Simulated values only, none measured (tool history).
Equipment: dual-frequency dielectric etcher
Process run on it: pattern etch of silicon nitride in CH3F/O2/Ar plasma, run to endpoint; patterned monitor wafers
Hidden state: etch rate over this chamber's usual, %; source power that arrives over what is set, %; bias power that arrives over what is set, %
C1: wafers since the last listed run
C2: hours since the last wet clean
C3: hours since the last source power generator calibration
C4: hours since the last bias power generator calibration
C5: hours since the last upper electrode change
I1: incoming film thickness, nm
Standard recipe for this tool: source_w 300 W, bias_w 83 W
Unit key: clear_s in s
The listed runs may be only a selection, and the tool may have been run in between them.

run 1 hour=0 | source_w=300 bias_w=83 | C1=0 C2=231 C3=2769 C4=4503.1 C5=3949.8 | I1=37.26 | clear_s=58.5
run 2 hour=57.4 | source_w=300 bias_w=83 | C1=945 C2=288.4 C3=2826.4 C4=4560.5 C5=4007.2 | I1=37.46 | clear_s=58.2
run 3 hour=84.9 | source_w=300 bias_w=76 | C1=453 C2=315.9 C3=2853.9 C4=4588 C5=4034.7 | I1=37.76 | clear_s=59.7
-- hour=153.2 wet clean of the chamber
run 4 hour=153.7 | source_w=300 bias_w=83 | C1=738 C2=0.5 C3=2922.7 C4=4656.8 C5=4103.5 | I1=37.51 | clear_s=59.1
run 5 hour=204.3 | source_w=300 bias_w=83 | C1=833 C2=51.1 C3=2973.3 C4=4707.4 C5=4154.1 | I1=37.6 | clear_s=59.2
run 6 hour=241.3 | source_w=300 bias_w=83 | C1=609 C2=88.1 C3=3010.3 C4=4744.4 C5=4191.1 | I1=37.62 | clear_s=58.9
run 7 hour=276.7 | source_w=300 bias_w=83 | C1=583 C2=123.5 C3=3045.7 C4=4779.8 C5=4226.5 | I1=37.47 | clear_s=58.7
run 8 hour=300.8 | source_w=300 bias_w=83 | C1=397 C2=147.6 C3=3069.8 C4=4803.9 C5=4250.6 | I1=37.59 | clear_s=58.3
run 9 hour=354.5 | source_w=300 bias_w=83 | C1=884 C2=201.3 C3=3123.5 C4=4857.6 C5=4304.3 | I1=37.18 | clear_s=57.6
run 10 hour=385.9 | source_w=300 bias_w=83 | C1=517 C2=232.7 C3=3154.9 C4=4889 C5=4335.7 | I1=37.76 | clear_s=58.6
run 11 hour=436.7 | source_w=300 bias_w=83 | C1=837 C2=283.5 C3=3205.7 C4=4939.8 C5=4386.5 | I1=37.64 | clear_s=58.4
run 12 hour=474.6 | source_w=360 bias_w=83 | C1=624 C2=321.4 C3=3243.6 C4=4977.7 C5=4424.4 | I1=37.57 | clear_s=54
run 13 hour=506.7 | source_w=360 bias_w=83 | C1=528 C2=353.5 C3=3275.7 C4=5009.8 C5=4456.5 | I1=37.77 | clear_s=54.1
run 14 hour=531 | source_w=360 bias_w=83 | C1=400 C2=377.8 C3=3300 C4=5034.1 C5=4480.8 | I1=37.81 | clear_s=54.5
run 15 hour=594.4 | source_w=300 bias_w=83 | C1=1044 C2=441.2 C3=3363.4 C4=5097.5 C5=4544.2 | I1=37.87 | clear_s=58.2
-- hour=638.1 wet clean of the chamber
run 16 hour=638.6 | source_w=300 bias_w=83 | C1=332 C2=0.5 C3=3407.6 C4=5141.7 C5=4588.4 | I1=37.33 | clear_s=55.6
-- hour=705.3 upper electrode replaced
run 17 hour=705.8 | source_w=300 bias_w=83 | C1=711 C2=67.7 C3=3474.8 C4=5208.9 C5=0.5 | I1=37.31 | clear_s=55.6
run 18 hour=709.6 | source_w=300 bias_w=67 | C1=62 C2=71.5 C3=3478.6 C4=5212.7 C5=4.3 | I1=37.22 | clear_s=58.4
run 19 hour=769 | source_w=270 bias_w=72 | C1=978 C2=130.9 C3=3538 C4=5272.1 C5=63.7 | I1=37.27 | clear_s=59.8
run 20 hour=811.3 | source_w=260 bias_w=83 | C1=696 C2=173.2 C3=3580.3 C4=5314.4 C5=106 | I1=37.76 | clear_s=59.5
-- hour=841.3 bias power generator calibrated
-- hour=873.5 wet clean of the chamber, repeated, since the last time left the tool worse
run 21 hour=874 | source_w=300 bias_w=83 | C1=571 C2=0.5 C3=3643 C4=32.7 C5=168.7 | I1=37.06 | clear_s=58.2
run 22 hour=899.7 | source_w=320 bias_w=72 | C1=423 C2=26.2 C3=3668.7 C4=58.4 C5=194.4 | I1=37.7 | clear_s=60
run 23 hour=941.4 | source_w=270 bias_w=83 | C1=687 C2=67.9 C3=3710.4 C4=100.1 C5=236.1 | I1=37.63 | clear_s=61.7
run 24 hour=1003.9 | source_w=250 bias_w=100 | C1=1029 C2=130.4 C3=3772.9 C4=162.6 C5=298.6 | I1=37.72 | clear_s=60.5
-- hour=1041 source power generator calibrated
run 25 hour=1056.5 | source_w=300 bias_w=83 | C1=800 C2=183 C3=15.5 C4=215.2 C5=351.2 | I1=37.13 | clear_s=57.8
run 26 hour=1094.8 | source_w=270 bias_w=67 | C1=631 C2=221.3 C3=53.8 C4=253.5 C5=389.5 | I1=37.36 | clear_s=64.2
run 27 hour=1157.5 | source_w=250 bias_w=99 | C1=1033 C2=284 C3=116.5 C4=316.2 C5=452.2 | I1=37.72 | clear_s=60.5
run 28 hour=1186.2 | source_w=240 bias_w=92 | C1=472 C2=312.7 C3=145.2 C4=344.9 C5=480.9 | I1=37.5 | clear_s=62
run 29 hour=1237.9 | source_w=300 bias_w=104 | C1=851 C2=364.4 C3=196.9 C4=396.6 C5=532.6 | I1=37.51 | clear_s=54.2
-- hour=1262.1 wet clean of the chamber
run 30 hour=1280 | source_w=300 bias_w=83 | C1=298 C2=17.9 C3=239 C4=438.7 C5=574.7 | I1=37.48 | clear_s=58.8
run 31 hour=1347.1 | source_w=340 bias_w=69 | C1=1105 C2=85 C3=306.1 C4=505.8 C5=641.8 | I1=37.59 | clear_s=59
run 32 hour=1378 | source_w=360 bias_w=98 | C1=509 C2=115.9 C3=337 C4=536.7 C5=672.7 | I1=37.66 | clear_s=52.4
run 33 hour=1432.6 | source_w=300 bias_w=83 | C1=899 C2=170.5 C3=391.6 C4=591.3 C5=727.3 | I1=37.49 | clear_s=58.3
run 34 hour=1468.1 | source_w=300 bias_w=83 | C1=584 C2=206 C3=427.1 C4=626.8 C5=762.8 | I1=37.15 | clear_s=57.7
run 35 hour=1518.3 | source_w=300 bias_w=83 | C1=827 C2=256.2 C3=477.3 C4=677 C5=813 | I1=37.29 | clear_s=58.1

Consider 3 possible next runs. They are alternatives, not a sequence: every one starts from the tool as it was left by run 35. What does each give?
run A hour=1518.7 | source_w=300 bias_w=100 | C1=6 C2=256.6 C3=477.7 C4=677.4 C5=813.4 | I1=37.29 | clear_s=?
run B hour=1518.7 | source_w=230 bias_w=68 | C1=6 C2=256.6 C3=477.7 C4=677.4 C5=813.4 | I1=37.29 | clear_s=?
run C hour=1518.7 | source_w=350 bias_w=89 | C1=6 C2=256.6 C3=477.7 C4=677.4 C5=813.4 | I1=37.29 | clear_s=?

run=A clear_s=54.8
run=B clear_s=67.7
run=C clear_s=53.2
Had the tool no hidden state, the same runs would have come out as:
run=A clear_s=55.7
run=B clear_s=68.8
run=C clear_s=54.1
